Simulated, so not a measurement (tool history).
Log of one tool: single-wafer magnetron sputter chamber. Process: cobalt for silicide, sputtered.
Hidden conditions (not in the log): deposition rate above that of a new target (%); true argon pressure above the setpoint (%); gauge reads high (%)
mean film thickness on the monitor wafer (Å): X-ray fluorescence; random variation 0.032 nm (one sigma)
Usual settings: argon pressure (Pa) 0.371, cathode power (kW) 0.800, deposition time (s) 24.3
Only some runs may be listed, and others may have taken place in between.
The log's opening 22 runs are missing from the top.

run    hour  argon pressure (Pa)  cathode power (kW)  deposition time (s)  wafers since the last listed run  wafers on the sputter target  hours since the last manometer calibration  hours since the magnet pack was replaced  hours since the gauge calibration  read-back reference wafer on the same gauge, thickness_nm  mean film thickness on the monitor wafer (Å)
      970.4  -- gauge calibrated
 23  1018.1                0.371               0.800                 24.3                              1593                          6105                                       803.3                                     978.5                               47.7                                                      8.897                                         89.44
     1084.8  -- capacitance manometer re-zeroed and calibrated
 24  1085.3                0.424               0.900                 21.1                              1835                          7941                                         0.5                                    1045.7                              114.9                                                      8.900                                         85.14
 25  1113.0                0.444               0.650                 21.1                               858                          8800                                        28.2                                    1073.4                              142.6                                                      8.900                                         61.08
 26  1174.4                0.518               0.850                 20.0                              1903                         10704                                        89.6                                    1134.8                              204.0                                                      8.898                                         73.78
     1236.7  -- sputter target and shields replaced
 27  1237.2                0.444               0.750                 19.9                              1699                            16                                       152.4                                    1197.6                              266.8                                                      8.900                                         67.16
 28  1275.1                0.371               0.800                 21.4                              1175                          1191                                       190.3                                    1235.5                              304.7                                                      8.901                                         79.45
 29  1299.3                0.371               0.600                 24.3                               750                          1942                                       214.5                                    1259.7                              328.9                                                      8.908                                         67.93
 30  1352.0                0.371               0.700                 24.3                              1634                          3576                                       267.2                                    1312.4                              381.6                                                      8.906                                         79.27
 31  1397.0                0.371               0.800                 24.3                              1395                          4971                                       312.2                                    1357.4                              426.6                                                      8.897                                         89.86
 32  1449.3                0.433               0.600                 21.1                              1621                          6593                                       364.5                                    1409.7                              478.9                                                      8.903                                         56.90
 33  1498.4                0.252               0.950                 19.5                              1522                          8116                                       413.6                                    1458.8                              528.0                                                      8.901                                         88.38
 34  1523.1                0.371               0.800                 24.3                               765                          8882                                       438.3                                    1483.5                              552.7                                                      8.900                                         88.41
 35  1549.2                0.245               0.800                 24.3                               809                          9691                                       464.4                                    1509.6                              578.8                                                      8.899                                         92.97

Branching from run 35: 4 alternative next runs. What would each branch give?
  A  1549.6                0.371               0.800                 24.3                                12                          9703                                       464.8                                    1510.0                              579.2                                                          ?                                             ?
  B  1549.6                0.290               0.800                 24.3                                12                          9703                                       464.8                                    1510.0                              579.2                                                          ?                                             ?
  C  1549.6                0.371               0.800                 22.7                                12                          9703                                       464.8                                    1510.0                              579.2                                                          ?                                             ?
  D  1549.6                0.300               0.900                 28.7                                12                          9703                                       464.8                                    1510.0                              579.2                                                          ?                                             ?

run  read-back reference wafer on the same gauge, thickness_nm  mean film thickness on the monitor wafer (Å)
  A                                                      8.893                                         88.65
  B                                                      8.893                                         91.28
  C                                                      8.893                                         82.81
  D                                                      8.893                                        120.84
Without the tool's hidden state the same runs would have given:
run  mean film thickness on the monitor wafer (Å)
  A                                         90.48
  B                                         93.16
  C                                         84.52
  D                                        123.33
